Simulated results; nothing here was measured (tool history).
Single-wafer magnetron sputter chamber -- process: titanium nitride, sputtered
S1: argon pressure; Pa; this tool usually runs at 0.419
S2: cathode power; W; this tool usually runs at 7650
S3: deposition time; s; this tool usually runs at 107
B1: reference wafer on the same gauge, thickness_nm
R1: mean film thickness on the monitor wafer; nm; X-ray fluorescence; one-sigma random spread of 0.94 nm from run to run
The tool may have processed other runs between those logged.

run    hour     S1    S2   S3       B1       R1
  1       0  0.419  7650  107  156.815  163.699
       27.9  -- capacitance manometer re-zeroed and calibrated
  2    96.7  0.419  8700  107  157.063  187.556
  3   152.8  0.419  7650  107  156.985  169.282
  4   208.8  0.419  7650  107  156.808  169.091
      223.9  -- sputter target and shields replaced
  5   508.2  0.419  7650  113  156.993  177.214
  6   658.9  0.419  7650  113   156.66  176.822
  7   733.7  0.419  7650  107  157.074  166.471
  8   776.9  0.419  7650  107  157.111  166.151
  9   861.2  0.419  7650  107  157.275  166.281
      902.6  -- sputter target and shields replaced
 10   937.9  0.419  7650  112  157.072  172.212
 11  1020.3  0.419  7650  112  157.003   173.41
 12    1105  0.419  7650  107  157.024  163.882
 13  1200.4  0.419  7650  117  157.117  178.579
     1269.9  -- capacitance manometer re-zeroed and calibrated
 14  1293.1  0.419  6350   99  156.949  135.355
 15  1343.7  0.419  7650  126  156.917  198.828
 16  1397.5  0.332  7650  107  157.453  175.861
     1437.1  -- magnet pack replaced
 17  1497.7  0.419  8250  107  156.902    180.8
 18  1545.5  0.558  7650  107  156.632  155.254

For run 19, what comes out?
 19  1628.6  0.419  8800  115   ?   ?

Run 19 yielded B1 156.938, R1 200.573 nm.
With the hidden condition absent and the run-to-run variation left alone, this run would have shown R1 201.905 nm.
